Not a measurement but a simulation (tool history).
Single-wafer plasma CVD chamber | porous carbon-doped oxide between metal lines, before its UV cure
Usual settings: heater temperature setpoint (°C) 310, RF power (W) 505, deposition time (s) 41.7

run     day  heater temperature setpoint (°C)  RF power (W)  deposition time (s)  wafers since the last listed run  hours since the last thermocouple change  hours since the last RF generator calibration  hours since the showerhead was replaced  hours since the gauge calibration  read-back reference wafer on the same gauge, thickness_nm  mean film thickness on the monitor wafer (Å)
  1       0                               301           505                   37                                 0                                      1894                                         2649.7                                   6814.1                              277.5                                                    196.953                                       1928.72
  2     0.6                               301           505                   37                               245                                    1908.4                                         2664.1                                   6828.5                              291.9                                                    196.834                                       1911.91
  3   1.112                               301           505                   37                               209                                    1920.7                                         2676.4                                   6840.8                              304.2                                                    197.134                                       1926.98
  4   1.454                               310           455                 41.7                               139                                    1928.9                                         2684.6                                     6849                              312.4                                                    196.835                                        1905.5
  5   2.121                               310           455                 41.7                               272                                    1944.9                                         2700.6                                     6865                              328.4                                                     197.07                                       1902.83
  6   2.462                               310           455                 41.7                               139                                    1953.1                                         2708.8                                   6873.2                              336.6                                                    197.069                                       1905.07
  7   2.904                               310           505                 41.7                               180                                    1963.7                                         2719.4                                   6883.8                              347.2                                                    196.984                                       2057.48
  8   3.575                               310           505                 41.7                               273                                    1979.8                                         2735.5                                   6899.9                              363.3                                                    197.148                                       2052.29
      4.292  -- thermocouple changed; heater temperature recalibrated
  9   4.312                               310           505                 41.7                               165                                       0.5                                         2753.2                                   6917.6                                381                                                    197.039                                       2068.75
 10   4.742                               310           425                 39.9                               175                                      10.8                                         2763.5                                   6927.9                              391.3                                                     196.91                                       1727.21
 11   5.092                               310           505                 41.7                               142                                      19.2                                         2771.9                                   6936.3                              399.7                                                    196.907                                        2068.3
 12   5.662                               310           505                 41.7                               233                                      32.9                                         2785.6                                     6950                              413.4                                                    196.959                                       2058.81
 13   6.071                               310           505                 41.7                               166                                      42.7                                         2795.4                                   6959.8                              423.2                                                    197.007                                       2083.75
 14   6.692                               310           575                 41.7                               253                                      57.6                                         2810.3                                   6974.7                              438.1                                                    197.042                                       2283.24
 15   7.017                               306           405                 47.1                               132                                      65.4                                         2818.1                                   6982.5                              445.9                                                    196.864                                       1963.85
 16     7.7                               310           505                 41.7                               279                                      81.8                                         2834.5                                   6998.9                              462.3                                                    197.075                                       2075.47
 17   7.954                               303           505                 34.5                               103                                      87.9                                         2840.6                                     7005                              468.4                                                    197.132                                       1790.77
      8.712  -- showerhead replaced
 18   8.733                               310           505                 49.1                               182                                     106.6                                         2859.3                                      0.5                              487.1                                                    197.057                                       2425.45
 19   8.825                               297           455                 49.6                                37                                     108.8                                         2861.5                                      2.7                              489.3                                                    197.087                                       2410.53
 20   9.533                               310           505                 41.7                               289                                     125.8                                         2878.5                                     19.7                              506.3                                                    197.009                                       2066.82
      9.738  -- gauge calibrated
 21  10.162                               310           455                 41.7                               256                                     140.9                                         2893.6                                     34.8                               10.2                                                    196.929                                       1908.05
 22  10.492                               310           440                 41.7                               134                                     148.8                                         2901.5                                     42.7                               18.1                                                    197.134                                       1844.28
 23  11.079                               303           505                 36.3                               239                                     162.9                                         2915.6                                     56.8                               32.2                                                    197.218                                       1883.04
     11.429  -- RF generator calibrated
 24   11.45                               310           440                 36.8                                15                                     171.8                                            0.5                                     65.7                               41.1                                                    197.091                                       1644.64
 25  11.912                               310           505                 41.7                               188                                     182.9                                           11.6                                     76.8                               52.2                                                    196.953                                       2065.92
 26  12.267                               301           505                   37                               144                                     191.4                                           20.1                                     85.3                               60.7                                                    197.101                                       1928.35
 27  12.808                               306           505                 41.7                               221                                     204.4                                           33.1                                     98.3                               73.7                                                    196.936                                        2106.4
 28  14.258                               315           505                 35.1                               592                                     239.2                                           67.9                                    133.1                              108.5                                                    197.091                                       1707.96
 29  15.412                               305           595                 41.7                               471                                     266.9                                           95.6                                    160.8                              136.2                                                     197.11                                       2391.89
 30  15.758                               305           565                 37.9                               141                                     275.2                                          103.9                                    169.1                              144.5                                                    196.922                                       2118.16
 31  16.017                               310           455                 38.1                               105                                     281.4                                          110.1                                    175.3                              150.7                                                    197.132                                       1753.28
 32  16.392                               323           435                 45.6                               153                                     290.4                                          119.1                                    184.3                              159.7                                                    197.113                                       1888.09
 33  16.788                               310           470                 44.2                               161                                     299.9                                          128.6                                    193.8                              169.2                                                    196.997                                       2067.51
 34  17.071                               310           505                 41.7                               115                                     306.7                                          135.4                                    200.6                                176                                                    197.036                                       2062.66

How the hidden state differs across the entries between the runs, from the last listed run before each to the first after it:
Between runs 8 and 9: thermocouple changed; heater temperature recalibrated (day 4.292)
  no hidden state differs between the two runs
Between runs 17 and 18: showerhead replaced (day 8.712)
  no hidden state differs between the two runs
Between runs 20 and 21: gauge calibrated (day 9.738)
  no hidden state differs between the two runs
Between runs 23 and 24: RF generator calibrated (day 11.429)
  no hidden state differs between the two runs
